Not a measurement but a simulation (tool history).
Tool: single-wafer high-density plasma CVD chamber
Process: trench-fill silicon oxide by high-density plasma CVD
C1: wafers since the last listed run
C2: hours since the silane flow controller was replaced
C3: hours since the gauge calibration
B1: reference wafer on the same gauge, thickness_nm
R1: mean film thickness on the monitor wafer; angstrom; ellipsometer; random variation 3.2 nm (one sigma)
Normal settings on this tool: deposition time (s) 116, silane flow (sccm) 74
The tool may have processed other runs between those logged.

Run 1, hour 0.0: usual settings but silane flow (sccm) 78; C1 0; C2 4249.3; C3 111.5; B1 756.935. Result: R1 9419.39 angstrom.
Run 2, hour 10.7: usual settings but deposition time (s) 106; C1 120; C2 4260.0; C3 122.2; B1 757.234. Result: R1 8176.14 angstrom.
Run 3, hour 25.9: usual settings but deposition time (s) 122, silane flow (sccm) 63; C1 171; C2 4275.2; C3 137.4; B1 756.904. Result: R1 8019.16 angstrom.
Run 4, hour 70.0: usual settings but deposition time (s) 122, silane flow (sccm) 63; C1 497; C2 4319.3; C3 181.5; B1 757.472. Result: R1 7986.51 angstrom.
Run 5, hour 98.6: usual settings but deposition time (s) 122, silane flow (sccm) 63; C1 322; C2 4347.9; C3 210.1; B1 757.003. Result: R1 7979.32 angstrom.
Run 6, hour 110.2: usual settings; C1 130; C2 4359.5; C3 221.7; B1 757.230. Result: R1 8922.22 angstrom.
Run 7, hour 127.5: usual settings; C1 195; C2 4376.8; C3 239.0; B1 756.854. Result: R1 8934.10 angstrom.
Run 8, hour 135.0: usual settings but deposition time (s) 131; C1 84; C2 4384.3; C3 246.5; B1 757.158. Result: R1 10055.71 angstrom.
At hour 137.4: gauge calibrated.
Run 9, hour 143.4: usual settings but deposition time (s) 131; C1 94; C2 4392.7; C3 6.0; B1 757.101. Result: R1 10114.59 angstrom.
Run 10, hour 161.1: usual settings but deposition time (s) 131; C1 199; C2 4410.4; C3 23.7; B1 756.817. Result: R1 10057.00 angstrom.
Run 11, hour 172.7: usual settings; C1 130; C2 4422.0; C3 35.3; B1 756.519. Result: R1 8970.43 angstrom.
Run 12, hour 186.8: usual settings but deposition time (s) 122, silane flow (sccm) 83; C1 159; C2 4436.1; C3 49.4; B1 756.967. Result: R1 10557.34 angstrom.
Run 13, hour 196.7: usual settings; C1 111; C2 4446.0; C3 59.3; B1 757.051. Result: R1 8900.10 angstrom.
Run 14, hour 211.0: usual settings; C1 161; C2 4460.3; C3 73.6; B1 757.098. Result: R1 8934.38 angstrom.
Run 15, hour 223.5: usual settings; C1 140; C2 4472.8; C3 86.1; B1 757.299. Result: R1 8922.57 angstrom.
Run 16, hour 240.8: usual settings but deposition time (s) 124, silane flow (sccm) 66; C1 195; C2 4490.1; C3 103.4; B1 757.273. Result: R1 8491.34 angstrom.
Run 17, hour 248.1: usual settings but silane flow (sccm) 85; C1 82; C2 4497.4; C3 110.7; B1 757.705. Result: R1 10225.52 angstrom.
Run 18, hour 263.8: usual settings but deposition time (s) 123, silane flow (sccm) 69; C1 177; C2 4513.1; C3 126.4; B1 757.294. Result: R1 8798.23 angstrom.
Run 19, hour 272.0: usual settings but deposition time (s) 106; C1 92; C2 4521.3; C3 134.6; B1 756.516. Result: R1 8186.36 angstrom.
Run 20, hour 287.4: usual settings; C1 173; C2 4536.7; C3 150.0; B1 756.463. Result: R1 8966.38 angstrom.
Run 21, hour 296.4: usual settings but deposition time (s) 139, silane flow (sccm) 64; C1 101; C2 4545.7; C3 159.0; B1 757.056. Result: R1 9190.46 angstrom.
At hour 310.5: silane flow controller replaced.
Run 22, hour 311.0: usual settings but deposition time (s) 135, silane flow (sccm) 60; C1 74; C2 0.5; C3 173.6; B1 757.531. Result: R1 8401.69 angstrom.
Run 23, hour 317.1: usual settings but deposition time (s) 122, silane flow (sccm) 64; C1 68; C2 6.6; C3 179.7; B1 757.136. Result: R1 8092.43 angstrom.
Run 24, hour 325.9: usual settings but silane flow (sccm) 86; C1 99; C2 15.4; C3 188.5; B1 756.857. Result: R1 10354.84 angstrom.
Run 25, hour 335.9: usual settings but deposition time (s) 136; C1 112; C2 25.4; C3 198.5; B1 756.666. Result: R1 10458.22 angstrom.
Run 26, hour 349.7: usual settings but deposition time (s) 122, silane flow (sccm) 63; C1 155; C2 39.2; C3 212.3; B1 757.438. Result: R1 7990.96 angstrom.
Run 27, hour 361.9: usual settings but deposition time (s) 137, silane flow (sccm) 67; C1 137; C2 51.4; C3 224.5; B1 756.800. Result: R1 9601.59 angstrom.
Run 28, hour 369.5: usual settings but deposition time (s) 122, silane flow (sccm) 63; C1 85; C2 59.0; C3 232.1; B1 756.713. Result: R1 8002.18 angstrom.
Run 29, hour 386.4: usual settings but deposition time (s) 130, silane flow (sccm) 60; C1 190; C2 75.9; C3 249.0; B1 756.920. Result: R1 8065.99 angstrom.
Run 30, hour 393.3: usual settings; C1 77; C2 82.8; C3 255.9; B1 757.051. Result: R1 8939.67 angstrom.
Run 31, hour 404.1: usual settings; C1 121; C2 93.6; C3 266.7; B1 756.929. Result: R1 8924.21 angstrom.

Take each entry between the runs: how does the hidden state at the last listed run before it differ from the hidden state at the first listed run after it?
Logged between run 8 and run 9: gauge calibrated (hour 137.4)
  no difference in the tool's unlogged condition between these two runs
Logged between run 21 and run 22: silane flow controller replaced (hour 310.5)
  no difference in the tool's unlogged condition between these two runs
